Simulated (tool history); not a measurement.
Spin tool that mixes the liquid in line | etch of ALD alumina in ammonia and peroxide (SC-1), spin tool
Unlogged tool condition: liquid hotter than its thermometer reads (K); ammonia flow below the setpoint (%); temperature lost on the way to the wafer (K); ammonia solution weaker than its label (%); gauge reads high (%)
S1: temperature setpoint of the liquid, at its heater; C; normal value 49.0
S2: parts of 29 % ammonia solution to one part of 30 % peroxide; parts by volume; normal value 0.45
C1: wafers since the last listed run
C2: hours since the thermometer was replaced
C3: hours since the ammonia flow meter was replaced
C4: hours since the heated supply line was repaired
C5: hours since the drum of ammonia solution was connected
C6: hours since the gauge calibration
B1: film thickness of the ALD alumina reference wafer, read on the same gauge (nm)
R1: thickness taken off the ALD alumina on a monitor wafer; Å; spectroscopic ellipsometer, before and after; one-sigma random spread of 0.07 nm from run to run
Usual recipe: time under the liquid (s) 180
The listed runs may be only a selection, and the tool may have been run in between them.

Run 1, hour 0.0: usual settings; C1 0; C2 1253.4; C3 93.3; C4 1086.5; C5 685.8; C6 51.0; B1 110.01. Result: R1 82.8 Å.
Run 2, hour 29.6: usual settings; C1 262; C2 1283.0; C3 122.9; C4 1116.1; C5 715.4; C6 80.6; B1 110.00. Result: R1 81.1 Å.
Run 3, hour 54.6: usual settings; C1 221; C2 1308.0; C3 147.9; C4 1141.1; C5 740.4; C6 105.6; B1 109.99. Result: R1 82.7 Å.
Run 4, hour 76.1: usual settings but S1 52.5 C, time under the liquid (s) 240; C1 190; C2 1329.5; C3 169.4; C4 1162.6; C5 761.9; C6 127.1; B1 110.01. Result: R1 135.4 Å.
Run 5, hour 93.3: usual settings but S1 51.5 C, S2 0.30 parts by volume, time under the liquid (s) 250; C1 152; C2 1346.7; C3 186.6; C4 1179.8; C5 779.1; C6 144.3; B1 110.00. Result: R1 124.1 Å.
Run 6, hour 113.6: usual settings but S2 0.55 parts by volume, time under the liquid (s) 125; C1 180; C2 1367.0; C3 206.9; C4 1200.1; C5 799.4; C6 164.6; B1 109.98. Result: R1 59.3 Å.
Run 7, hour 133.9: usual settings but S2 0.30 parts by volume; C1 180; C2 1387.3; C3 227.2; C4 1220.4; C5 819.7; C6 184.9; B1 110.03. Result: R1 78.1 Å.
Run 8, hour 152.0: usual settings but time under the liquid (s) 215; C1 160; C2 1405.4; C3 245.3; C4 1238.5; C5 837.8; C6 203.0; B1 110.02. Result: R1 98.1 Å.
Run 9, hour 185.0: usual settings but S2 0.60 parts by volume, time under the liquid (s) 270; C1 292; C2 1438.4; C3 278.3; C4 1271.5; C5 870.8; C6 236.0; B1 109.98. Result: R1 125.6 Å.
Run 10, hour 197.3: usual settings but S2 0.65 parts by volume; C1 109; C2 1450.7; C3 290.6; C4 1283.8; C5 883.1; C6 248.3; B1 109.99. Result: R1 84.7 Å.
Run 11, hour 217.4: usual settings but S1 57.0 C, S2 0.55 parts by volume, time under the liquid (s) 260; C1 178; C2 1470.8; C3 310.7; C4 1303.9; C5 903.2; C6 268.4; B1 110.03. Result: R1 183.9 Å.
At hour 228.3: heated supply line repaired.
Run 12, hour 245.7: usual settings; C1 242; C2 1499.1; C3 339.0; C4 17.4; C5 931.5; C6 296.7; B1 109.99. Result: R1 82.2 Å.
Run 13, hour 263.9: usual settings but S2 0.25 parts by volume; C1 161; C2 1517.3; C3 357.2; C4 35.6; C5 949.7; C6 314.9; B1 110.01. Result: R1 78.4 Å.
Run 14, hour 286.2: usual settings but time under the liquid (s) 85; C1 197; C2 1539.6; C3 379.5; C4 57.9; C5 972.0; C6 337.2; B1 109.98. Result: R1 38.9 Å.
At hour 294.7: new drum of ammonia solution connected.
Run 15, hour 305.5: usual settings but S2 0.35 parts by volume; C1 162; C2 1558.9; C3 398.8; C4 77.2; C5 10.8; C6 356.5; B1 110.02. Result: R1 80.2 Å.
At hour 363.5: thermometer replaced.
Run 16, hour 392.7: usual settings but S1 51.5 C, S2 0.60 parts by volume, time under the liquid (s) 270; C1 764; C2 29.2; C3 486.0; C4 164.4; C5 98.0; C6 443.7; B1 109.98. Result: R1 143.3 Å.
Run 17, hour 421.9: usual settings but S1 42.0 C, time under the liquid (s) 90; C1 258; C2 58.4; C3 515.2; C4 193.6; C5 127.2; C6 472.9; B1 109.99. Result: R1 27.7 Å.
Run 18, hour 445.7: usual settings but time under the liquid (s) 235; C1 211; C2 82.2; C3 539.0; C4 217.4; C5 151.0; C6 496.7; B1 110.00. Result: R1 108.6 Å.
Run 19, hour 470.0: usual settings but S1 40.0 C, S2 0.65 parts by volume, time under the liquid (s) 140; C1 215; C2 106.5; C3 563.3; C4 241.7; C5 175.3; C6 521.0; B1 110.00. Result: R1 39.6 Å.
Run 20, hour 500.5: usual settings; C1 270; C2 137.0; C3 593.8; C4 272.2; C5 205.8; C6 551.5; B1 109.99. Result: R1 81.7 Å.
Run 21, hour 533.3: usual settings but S1 45.5 C; C1 290; C2 169.8; C3 626.6; C4 305.0; C5 238.6; C6 584.3; B1 109.99. Result: R1 68.0 Å.
Run 22, hour 551.1: usual settings but S1 46.0 C, time under the liquid (s) 150; C1 157; C2 187.6; C3 644.4; C4 322.8; C5 256.4; C6 602.1; B1 110.02. Result: R1 58.3 Å.
Run 23, hour 566.5: usual settings; C1 136; C2 203.0; C3 659.8; C4 338.2; C5 271.8; C6 617.5; B1 110.02. Result: R1 83.3 Å.
Run 24, hour 579.4: usual settings; C1 114; C2 215.9; C3 672.7; C4 351.1; C5 284.7; C6 630.4; B1 109.99. Result: R1 80.4 Å.
Run 25, hour 612.6: usual settings but time under the liquid (s) 275; C1 294; C2 249.1; C3 705.9; C4 384.3; C5 317.9; C6 663.6; B1 109.97. Result: R1 125.4 Å.
Run 26, hour 630.5: usual settings but S1 44.5 C, S2 0.30 parts by volume; C1 158; C2 267.0; C3 723.8; C4 402.2; C5 335.8; C6 681.5; B1 110.03. Result: R1 61.3 Å.

3 ways to go on from here, each from the tool as it stands after run 26. What would each give?
Run A, hour 631.0: usual settings but time under the liquid (s) 270; C1 4; C2 267.5; C3 724.3; C4 402.7; C5 336.3; C6 682.0; B1 ?. Result: R1 ?.
Run B, hour 631.0: usual settings but S1 58.0 C, S2 0.60 parts by volume, time under the liquid (s) 290; C1 4; C2 267.5; C3 724.3; C4 402.7; C5 336.3; C6 682.0; B1 ?. Result: R1 ?.
Run C, hour 631.0: usual settings but S1 42.0 C, time under the liquid (s) 230; C1 4; C2 267.5; C3 724.3; C4 402.7; C5 336.3; C6 682.0; B1 ?. Result: R1 ?.

run      B1     R1
  A  110.01  124.0
  B  110.01  222.0
  C  110.01   71.0
Without the tool's hidden state the same runs would have given:
run     R1
  A  124.0
  B  222.0
  C   71.0
